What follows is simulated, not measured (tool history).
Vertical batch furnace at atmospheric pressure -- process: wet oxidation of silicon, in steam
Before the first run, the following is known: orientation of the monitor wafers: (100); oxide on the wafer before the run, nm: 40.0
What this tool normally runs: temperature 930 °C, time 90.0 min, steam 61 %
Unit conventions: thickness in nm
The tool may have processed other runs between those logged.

| run | hour | temperature | time | steam | wafers since the last listed run | hours since the last temperature calibration | hours since the steam generator was serviced | hours since the gauge calibration | read-back reference wafer on the same gauge, thickness | thickness |
|---|---|---|---|---|---|---|---|---|---|---|
| 1 | 0.0 | 930 | 90.0 | 61 | 0 | 3096.0 | 663.9 | 1234.7 | 187.04 | 241.66 |
| 2 | 80.1 | 930 | 90.0 | 61 | 954 | 3176.1 | 744.0 | 1314.8 | 187.01 | 240.37 |
| 3 | 176.8 | 930 | 90.0 | 61 | 1152 | 3272.8 | 840.7 | 1411.5 | 187.00 | 240.93 |
| 4 | 281.3 | 930 | 117.0 | 61 | 1245 | 3377.3 | 945.2 | 1516.0 | 186.97 | 291.45 |
| 5 | 350.3 | 930 | 70.5 | 61 | 822 | 3446.3 | 1014.2 | 1585.0 | 186.99 | 202.97 |
| 6 | 390.2 | 945 | 90.0 | 69 | 475 | 3486.2 | 1054.1 | 1624.9 | 186.92 | 299.72 |
| 7 | 455.7 | 930 | 90.0 | 61 | 780 | 3551.7 | 1119.6 | 1690.4 | 187.01 | 242.42 |
| 8 | 494.3 | 930 | 90.0 | 61 | 460 | 3590.3 | 1158.2 | 1729.0 | 186.99 | 242.16 |
|  | 521.4 | gauge calibrated |
| 9 | 598.2 | 930 | 90.0 | 61 | 1238 | 3694.2 | 1262.1 | 76.8 | 186.96 | 242.39 |
| 10 | 676.8 | 930 | 90.0 | 61 | 936 | 3772.8 | 1340.7 | 155.4 | 186.97 | 244.00 |
|  | 792.8 | thermocouples replaced and temperature profile calibrated |
| 11 | 793.3 | 930 | 90.0 | 61 | 1102 | 0.5 | 1457.2 | 271.9 | 186.98 | 232.37 |
| 12 | 818.4 | 917 | 111.0 | 52 | 299 | 25.6 | 1482.3 | 297.0 | 186.92 | 214.76 |
| 13 | 902.8 | 930 | 90.0 | 61 | 1006 | 110.0 | 1566.7 | 381.4 | 187.14 | 232.21 |
| 14 | 982.4 | 930 | 90.0 | 66 | 948 | 189.6 | 1646.3 | 461.0 | 186.91 | 246.22 |
| 15 | 1048.8 | 930 | 90.0 | 61 | 791 | 256.0 | 1712.7 | 527.4 | 187.05 | 232.06 |
| 16 | 1141.9 | 930 | 75.5 | 53 | 1109 | 349.1 | 1805.8 | 620.5 | 187.00 | 186.13 |
|  | 1192.0 | steam generator serviced |
| 17 | 1215.9 | 918 | 90.0 | 66 | 596 | 423.1 | 23.9 | 694.5 | 186.95 | 222.02 |
| 18 | 1278.6 | 930 | 49.5 | 61 | 747 | 485.8 | 86.6 | 757.2 | 187.02 | 153.87 |
| 19 | 1372.0 | 943 | 90.0 | 68 | 1113 | 579.2 | 180.0 | 850.6 | 186.93 | 281.92 |
| 20 | 1453.5 | 930 | 127.0 | 51 | 971 | 660.7 | 261.5 | 932.1 | 187.01 | 262.56 |
| 21 | 1526.0 | 951 | 122.5 | 54 | 864 | 733.2 | 334.0 | 1004.6 | 186.92 | 317.80 |
| 22 | 1625.6 | 951 | 74.5 | 61 | 1187 | 832.8 | 433.6 | 1104.2 | 187.07 | 245.05 |

Below are 5 alternative next runs, each starting from the tool's condition after run 22. Predict each:
| A | 1631.3 | 930 | 54.5 | 61 | 67 | 838.5 | 439.3 | 1109.9 | ? | ? |
| B | 1631.3 | 930 | 134.0 | 61 | 67 | 838.5 | 439.3 | 1109.9 | ? | ? |
| C | 1631.3 | 937 | 90.0 | 61 | 67 | 838.5 | 439.3 | 1109.9 | ? | ? |
| D | 1631.3 | 930 | 90.0 | 53 | 67 | 838.5 | 439.3 | 1109.9 | ? | ? |
| E | 1631.3 | 949 | 90.0 | 49 | 67 | 838.5 | 439.3 | 1109.9 | ? | ? |

| run | read-back reference wafer on the same gauge, thickness | thickness |
|---|---|---|
| A | 187.02 | 165.33 |
| B | 187.02 | 311.54 |
| C | 187.02 | 249.04 |
| D | 187.02 | 212.42 |
| E | 187.02 | 236.60 |
Without the tool's unlogged condition, the same runs would have read:
| run | thickness |
|---|---|
| A | 163.68 |
| B | 308.49 |
| C | 246.57 |
| D | 210.28 |
| E | 234.20 |
